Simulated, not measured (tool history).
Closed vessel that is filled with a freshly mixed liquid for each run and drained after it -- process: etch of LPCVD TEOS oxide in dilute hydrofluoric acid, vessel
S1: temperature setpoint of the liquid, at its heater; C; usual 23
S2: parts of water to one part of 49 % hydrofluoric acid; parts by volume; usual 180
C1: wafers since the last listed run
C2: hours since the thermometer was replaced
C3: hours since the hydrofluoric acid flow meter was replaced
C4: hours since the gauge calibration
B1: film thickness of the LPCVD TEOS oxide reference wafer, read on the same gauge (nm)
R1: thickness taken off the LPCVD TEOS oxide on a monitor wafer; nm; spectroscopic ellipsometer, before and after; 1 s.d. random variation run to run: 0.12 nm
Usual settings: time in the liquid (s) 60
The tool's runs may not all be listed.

{"run": 1, "day": 0.0, "S1": 23, "S2": 180, "time in the liquid (s)": 60, "C1": 0, "C2": 900.7, "C3": 255.3, "C4": 1967.3, "B1": 70.01, "R1": 14.97}
{"run": 2, "day": 3.392, "S1": 23, "S2": 180, "time in the liquid (s)": 60, "C1": 7874, "C2": 982.1, "C3": 336.7, "C4": 2048.7, "B1": 69.99, "R1": 15.09}
{"run": 3, "day": 7.438, "S1": 23, "S2": 180, "time in the liquid (s)": 60, "C1": 9392, "C2": 1079.2, "C3": 433.8, "C4": 2145.8, "B1": 69.99, "R1": 14.88}
{"run": 4, "day": 9.408, "S1": 23, "S2": 180, "time in the liquid (s)": 60, "C1": 4575, "C2": 1126.5, "C3": 481.1, "C4": 2193.1, "B1": 70.01, "R1": 15.04}
{"run": 5, "day": 12.725, "S1": 23, "S2": 210, "time in the liquid (s)": 60, "C1": 7700, "C2": 1206.1, "C3": 560.7, "C4": 2272.7, "B1": 69.98, "R1": 12.47}
{"run": 6, "day": 16.85, "S1": 23, "S2": 210, "time in the liquid (s)": 60, "C1": 9576, "C2": 1305.1, "C3": 659.7, "C4": 2371.7, "B1": 69.99, "R1": 12.35}
{"day": 17.312, "done": "gauge calibrated"}
{"run": 7, "day": 19.0, "S1": 23, "S2": 210, "time in the liquid (s)": 60, "C1": 4991, "C2": 1356.7, "C3": 711.3, "C4": 40.5, "B1": 69.97, "R1": 12.43}
{"run": 8, "day": 22.5, "S1": 23, "S2": 180, "time in the liquid (s)": 60, "C1": 8125, "C2": 1440.7, "C3": 795.3, "C4": 124.5, "B1": 69.98, "R1": 15.14}
{"run": 9, "day": 26.2, "S1": 23, "S2": 180, "time in the liquid (s)": 60, "C1": 8590, "C2": 1529.5, "C3": 884.1, "C4": 213.3, "B1": 70.01, "R1": 15.07}
{"run": 10, "day": 28.742, "S1": 23, "S2": 180, "time in the liquid (s)": 60, "C1": 5900, "C2": 1590.5, "C3": 945.1, "C4": 274.3, "B1": 69.99, "R1": 15.01}
{"day": 29.438, "done": "thermometer replaced"}
{"run": 11, "day": 31.862, "S1": 21, "S2": 215, "time in the liquid (s)": 60, "C1": 7148, "C2": 58.2, "C3": 1020, "C4": 349.2, "B1": 69.98, "R1": 11.77}
{"run": 12, "day": 34.962, "S1": 21.5, "S2": 95, "time in the liquid (s)": 80, "C1": 7197, "C2": 132.6, "C3": 1094.4, "C4": 423.6, "B1": 70, "R1": 41.91}
{"run": 13, "day": 39.021, "S1": 23, "S2": 180, "time in the liquid (s)": 50, "C1": 9422, "C2": 230, "C3": 1191.8, "C4": 521, "B1": 69.98, "R1": 13.28}
{"run": 14, "day": 41.325, "S1": 23, "S2": 150, "time in the liquid (s)": 60, "C1": 5349, "C2": 285.3, "C3": 1247.1, "C4": 576.3, "B1": 70, "R1": 19.95}
{"run": 15, "day": 42.983, "S1": 23, "S2": 180, "time in the liquid (s)": 60, "C1": 3850, "C2": 325.1, "C3": 1286.9, "C4": 616.1, "B1": 70, "R1": 16.16}
{"run": 16, "day": 44.9, "S1": 23, "S2": 235, "time in the liquid (s)": 40, "C1": 4449, "C2": 371.1, "C3": 1332.9, "C4": 662.1, "B1": 70.01, "R1": 7.72}
{"run": 17, "day": 49.096, "S1": 24.5, "S2": 180, "time in the liquid (s)": 35, "C1": 9741, "C2": 471.8, "C3": 1433.6, "C4": 762.8, "B1": 70.04, "R1": 9.84}
{"run": 18, "day": 51.088, "S1": 23, "S2": 130, "time in the liquid (s)": 60, "C1": 4623, "C2": 519.6, "C3": 1481.4, "C4": 810.6, "B1": 70, "R1": 23.4}
{"run": 19, "day": 52.929, "S1": 23, "S2": 180, "time in the liquid (s)": 60, "C1": 4275, "C2": 563.8, "C3": 1525.6, "C4": 854.8, "B1": 70.01, "R1": 16.32}
{"run": 20, "day": 55.242, "S1": 18.5, "S2": 135, "time in the liquid (s)": 45, "C1": 5368, "C2": 619.3, "C3": 1581.1, "C4": 910.3, "B1": 70, "R1": 14.53}
{"run": 21, "day": 58.321, "S1": 27, "S2": 130, "time in the liquid (s)": 60, "C1": 7148, "C2": 693.2, "C3": 1655, "C4": 984.2, "B1": 69.99, "R1": 27.66}
{"day": 60.271, "done": "thermometer replaced, repeated, since the last time left the tool worse"}
{"run": 22, "day": 62.421, "S1": 23, "S2": 180, "time in the liquid (s)": 60, "C1": 9422, "C2": 51.6, "C3": 1753.4, "C4": 1082.6, "B1": 70.01, "R1": 14.43}
{"run": 23, "day": 65.983, "S1": 25.5, "S2": 95, "time in the liquid (s)": 95, "C1": 8270, "C2": 137.1, "C3": 1838.9, "C4": 1168.1, "B1": 69.98, "R1": 53.14}
{"run": 24, "day": 68.067, "S1": 21, "S2": 180, "time in the liquid (s)": 90, "C1": 4836, "C2": 187.1, "C3": 1888.9, "C4": 1218.1, "B1": 70.01, "R1": 20.25}
{"run": 25, "day": 70.004, "S1": 18.5, "S2": 105, "time in the liquid (s)": 45, "C1": 4498, "C2": 233.6, "C3": 1935.4, "C4": 1264.6, "B1": 69.98, "R1": 16.92}
{"day": 71.158, "done": "hydrofluoric acid flow meter replaced"}
{"run": 26, "day": 73.854, "S1": 23, "S2": 180, "time in the liquid (s)": 60, "C1": 8841, "C2": 326, "C3": 64.7, "C4": 1357, "B1": 70, "R1": 14.66}
{"run": 27, "day": 77.75, "S1": 23, "S2": 245, "time in the liquid (s)": 90, "C1": 9044, "C2": 419.5, "C3": 158.2, "C4": 1450.5, "B1": 70.03, "R1": 15.2}
{"run": 28, "day": 81.629, "S1": 23, "S2": 180, "time in the liquid (s)": 60, "C1": 9006, "C2": 512.6, "C3": 251.3, "C4": 1543.6, "B1": 70, "R1": 14.77}
{"run": 29, "day": 86.071, "S1": 18.5, "S2": 145, "time in the liquid (s)": 90, "C1": 10311, "C2": 619.2, "C3": 357.9, "C4": 1650.2, "B1": 70.01, "R1": 23.78}
{"run": 30, "day": 90.546, "S1": 23, "S2": 180, "time in the liquid (s)": 60, "C1": 10389, "C2": 726.6, "C3": 465.3, "C4": 1757.6, "B1": 69.99, "R1": 14.83}
{"run": 31, "day": 94.883, "S1": 19, "S2": 110, "time in the liquid (s)": 35, "C1": 10070, "C2": 830.7, "C3": 569.4, "C4": 1861.7, "B1": 69.99, "R1": 12.92}
{"run": 32, "day": 98.562, "S1": 21, "S2": 180, "time in the liquid (s)": 90, "C1": 8541, "C2": 919, "C3": 657.7, "C4": 1950, "B1": 70, "R1": 20.63}
{"run": 33, "day": 100.408, "S1": 23, "S2": 260, "time in the liquid (s)": 75, "C1": 4285, "C2": 963.3, "C3": 702, "C4": 1994.3, "B1": 70.01, "R1": 11.82}

Give the tool's hidden conditions for every run:
hydrofluoric acid flow below the setpoint (%): 0 across all the runs
gauge reads high (%): 0 across all the runs
H1: liquid hotter than its thermometer reads (K)
run=1 H1=0.794
run=2 H1=0.865
run=3 H1=0.949
run=4 H1=0.99
run=5 H1=1.06
run=6 H1=1.15
run=7 H1=1.19
run=8 H1=1.26
run=9 H1=1.34
run=10 H1=1.39
run=11 H1=2.66
run=12 H1=2.73
run=13 H1=2.81
run=14 H1=2.86
run=15 H1=2.9
run=16 H1=2.94
run=17 H1=3.02
run=18 H1=3.07
run=19 H1=3.1
run=20 H1=3.15
run=21 H1=3.22
run=22 H1=0.2
run=23 H1=0.274
run=24 H1=0.318
run=25 H1=0.358
run=26 H1=0.438
run=27 H1=0.52
run=28 H1=0.6
run=29 H1=0.693
run=30 H1=0.786
run=31 H1=0.877
run=32 H1=0.954
run=33 H1=0.992

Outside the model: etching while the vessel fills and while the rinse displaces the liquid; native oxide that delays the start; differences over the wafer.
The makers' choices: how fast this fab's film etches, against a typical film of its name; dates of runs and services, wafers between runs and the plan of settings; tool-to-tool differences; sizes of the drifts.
